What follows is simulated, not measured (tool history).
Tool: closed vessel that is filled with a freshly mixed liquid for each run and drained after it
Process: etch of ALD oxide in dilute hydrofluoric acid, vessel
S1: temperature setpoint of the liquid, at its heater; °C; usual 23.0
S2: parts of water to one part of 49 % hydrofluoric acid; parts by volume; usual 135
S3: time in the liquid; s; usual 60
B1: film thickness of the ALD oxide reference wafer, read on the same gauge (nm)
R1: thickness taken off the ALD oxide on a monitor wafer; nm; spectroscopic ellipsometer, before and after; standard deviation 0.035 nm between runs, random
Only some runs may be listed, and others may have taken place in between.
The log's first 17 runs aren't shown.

Run 18, day 11.421: usual settings but S3 90 s; B1 99.99. Result: R1 14.48 nm.
Run 19, day 12.079: usual settings but S2 165 parts by volume, S3 45 s; B1 100.01. Result: R1 5.73 nm.
Run 20, day 12.812: usual settings but S1 20.5 °C, S2 95 parts by volume; B1 100.01. Result: R1 12.95 nm.
Run 21, day 13.300: usual settings but S1 21.5 °C; B1 99.96. Result: R1 9.16 nm.
Run 22, day 14.000: usual settings; B1 100.02. Result: R1 9.62 nm.
Run 23, day 14.517: usual settings; B1 100.02. Result: R1 9.67 nm.
Run 24, day 14.804: usual settings but S1 19.5 °C; B1 100.01. Result: R1 8.37 nm.
Run 25, day 15.538: usual settings but S2 90 parts by volume, S3 45 s; B1 99.94. Result: R1 11.44 nm.
Run 26, day 16.242: usual settings but S3 75 s; B1 99.98. Result: R1 11.95 nm.

What will run 27 give?
Run 27, day 16.738: usual settings but S1 25.0 °C, S3 40 s; B1 ?. Result: R1 ?.

Logged for run 27: B1 100.02, R1 6.92 nm.
Minus the tool's unlogged condition, the same run would have read R1 6.99 nm.
